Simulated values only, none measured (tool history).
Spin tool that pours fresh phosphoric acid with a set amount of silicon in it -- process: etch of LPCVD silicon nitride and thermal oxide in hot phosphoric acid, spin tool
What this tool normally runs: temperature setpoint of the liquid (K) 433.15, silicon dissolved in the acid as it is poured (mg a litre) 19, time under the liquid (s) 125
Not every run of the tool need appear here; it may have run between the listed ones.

| run | hour | temperature setpoint of the liquid (K) | silicon dissolved in the acid as it is poured (mg a litre) | time under the liquid (s) | read-back film thickness of the LPCVD silicon nitride reference wafer, read on the same gauge (nm) | thickness taken off the LPCVD silicon nitride on a monitor wafer (Å) |
|---|---|---|---|---|---|---|
| 1 | 0 | 433.15 | 19 | 125 | 29.97 | 95.6 |
| 2 | 106.7 | 433.15 | 19 | 125 | 30.01 | 98 |
| 3 | 149.3 | 433.15 | 19 | 125 | 29.97 | 95.4 |
| 4 | 214 | 433.15 | 19 | 75 | 29.99 | 57.3 |
| 5 | 314.6 | 433.15 | 19 | 75 | 30.04 | 56.8 |
|  | 325.2 | dissolved silicon flow meter replaced |
|  | 365.1 | gauge calibrated |
| 6 | 420.5 | 432.65 | 19 | 125 | 29.99 | 93.9 |
|  | 455.6 | heated supply line repaired |
| 7 | 484.7 | 432.65 | 19 | 125 | 30.02 | 95 |
| 8 | 571.5 | 434.15 | 26 | 150 | 29.99 | 120.3 |
| 9 | 657.3 | 435.65 | 30.5 | 105 | 29.94 | 87.7 |
| 10 | 697.5 | 431.15 | 33 | 195 | 29.94 | 140.2 |
| 11 | 736.6 | 431.65 | 33.5 | 125 | 30.01 | 93.1 |
|  | 745.4 | dissolved silicon flow meter replaced |
| 12 | 810.2 | 430.15 | 26 | 150 | 30.01 | 104.2 |
|  | 893.7 | thermometer replaced |
| 13 | 1023.1 | 433.15 | 19 | 125 | 29.95 | 98 |
| 14 | 1075.9 | 435.65 | 30.5 | 105 | 29.98 | 87.7 |
| 15 | 1150.6 | 435.65 | 30.5 | 105 | 30.03 | 86.9 |
|  | 1179 | dissolved silicon flow meter replaced |
| 16 | 1255.1 | 431.15 | 19 | 160 | 30.01 | 115.1 |
| 17 | 1337.8 | 433.15 | 33 | 80 | 29.99 | 60.9 |
| 18 | 1441.4 | 430.65 | 19 | 125 | 29.99 | 88.5 |
| 19 | 1481.8 | 433.15 | 19 | 125 | 30.04 | 95.6 |
|  | 1570.4 | dissolved silicon flow meter replaced |
| 20 | 1583.9 | 435.65 | 7 | 55 | 29.98 | 45.6 |
| 21 | 1689.7 | 433.15 | 31.5 | 125 | 29.94 | 96.4 |

Predict each of these 5 candidate next runs independently; none follows another, all start after run 21:
| A | 1690.2 | 433.15 | 15 | 125 | ? | ? |
| B | 1690.2 | 434.15 | 30 | 165 | ? | ? |
| C | 1690.2 | 430.15 | 24 | 105 | ? | ? |
| D | 1690.2 | 433.15 | 34 | 105 | ? | ? |
| E | 1690.2 | 433.15 | 14 | 185 | ? | ? |

| run | read-back film thickness of the LPCVD silicon nitride reference wafer, read on the same gauge (nm) | thickness taken off the LPCVD silicon nitride on a monitor wafer (Å) |
|---|---|---|
| A | 30.01 | 95.8 |
| B | 30.01 | 130.8 |
| C | 30.01 | 72.7 |
| D | 30.01 | 80.5 |
| E | 30.01 | 141.8 |
What these runs would have given with no unlogged condition in the tool:
| run | thickness taken off the LPCVD silicon nitride on a monitor wafer (Å) |
|---|---|
| A | 95.8 |
| B | 130.8 |
| C | 72.7 |
| D | 80.5 |
| E | 141.8 |

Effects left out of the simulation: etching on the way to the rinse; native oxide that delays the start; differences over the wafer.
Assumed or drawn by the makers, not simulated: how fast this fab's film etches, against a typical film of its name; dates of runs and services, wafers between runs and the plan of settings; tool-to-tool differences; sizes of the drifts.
